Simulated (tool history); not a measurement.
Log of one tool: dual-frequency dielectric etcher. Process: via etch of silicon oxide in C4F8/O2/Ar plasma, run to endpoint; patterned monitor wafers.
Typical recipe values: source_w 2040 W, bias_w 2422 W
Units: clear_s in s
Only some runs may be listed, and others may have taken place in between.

run	hour	source_w	bias_w	wafers since the last listed run	hours since the last wet clean	hours since the last source power generator calibration	hours since the last bias power generator calibration	hours since the last upper electrode change	incoming incoming film thickness, nm	clear_s
1	0	2040	2422	0	186.8	1582.8	2425	3538.6	1698	326.2
2	13.3	2040	2422	61	200.1	1596.1	2438.3	3551.9	1672.6	317.3
3	43.2	2040	2422	137	230	1626	2468.2	3581.8	1683.7	326
4	69.1	2040	2299	118	255.9	1651.9	2494.1	3607.7	1688.1	323.4
5	86.9	2040	2299	81	273.7	1669.7	2511.9	3625.5	1662.9	323.6
6	167	2040	2299	367	353.8	1749.8	2592	3705.6	1675.7	321.7
# hour 174.7: bias power generator calibrated
7	185.8	2040	2422	67	372.6	1768.6	11.1	3724.4	1687.3	320.2
# hour 233.7: upper electrode replaced
8	234.2	2040	2422	112	421	1817	59.5	0.5	1685	314.4
9	252.3	2040	2058	83	439.1	1835.1	77.6	18.6	1680.2	330.8
10	272.9	1800	2005	94	459.7	1855.7	98.2	39.2	1670.3	340.6
11	298.3	2270	1907	116	485.1	1881.1	123.6	64.6	1676.2	323.8
# hour 334.4: source power generator calibrated
# hour 340.4: wet clean of the chamber
12	340.9	1680	1850	149	0.5	6.5	166.2	107.2	1685.7	372.2
13	341.3	2040	2422	1	0.9	6.9	166.6	107.6	1674.7	321.5
14	355.2	2510	2919	63	14.8	20.8	180.5	121.5	1684	292.3
15	380.6	2480	2192	116	40.2	46.2	205.9	146.9	1681.3	314.5
16	400.3	2250	2732	90	59.9	65.9	225.6	166.6	1684.8	303.3
17	488.2	2040	2422	403	147.8	153.8	313.5	254.5	1681.3	319.2
18	502.7	1790	2025	66	162.3	168.3	328	269	1674.6	346.6

Subtracting, for every run, the result it would have given without the tool's unlogged condition from the measured result gives the following. The same run-to-run variation enters both numbers; the gauge's scatter may not:
The tool's hidden condition here consists of: etch rate over this chamber's usual, %; source power that arrives over what is set, %; bias power that arrives over what is set, %.
run	clear_s
1	-4.9
2	-5.1
3	-6
4	-6.7
5	-7.1
6	-9.1
7	-9.5
8	-10.6
9	-11.6
10	-12.5
11	-12.6
12	-2.6
13	-2.3
14	-2.4
15	-3.2
16	-3.6
17	-6
18	-6.9
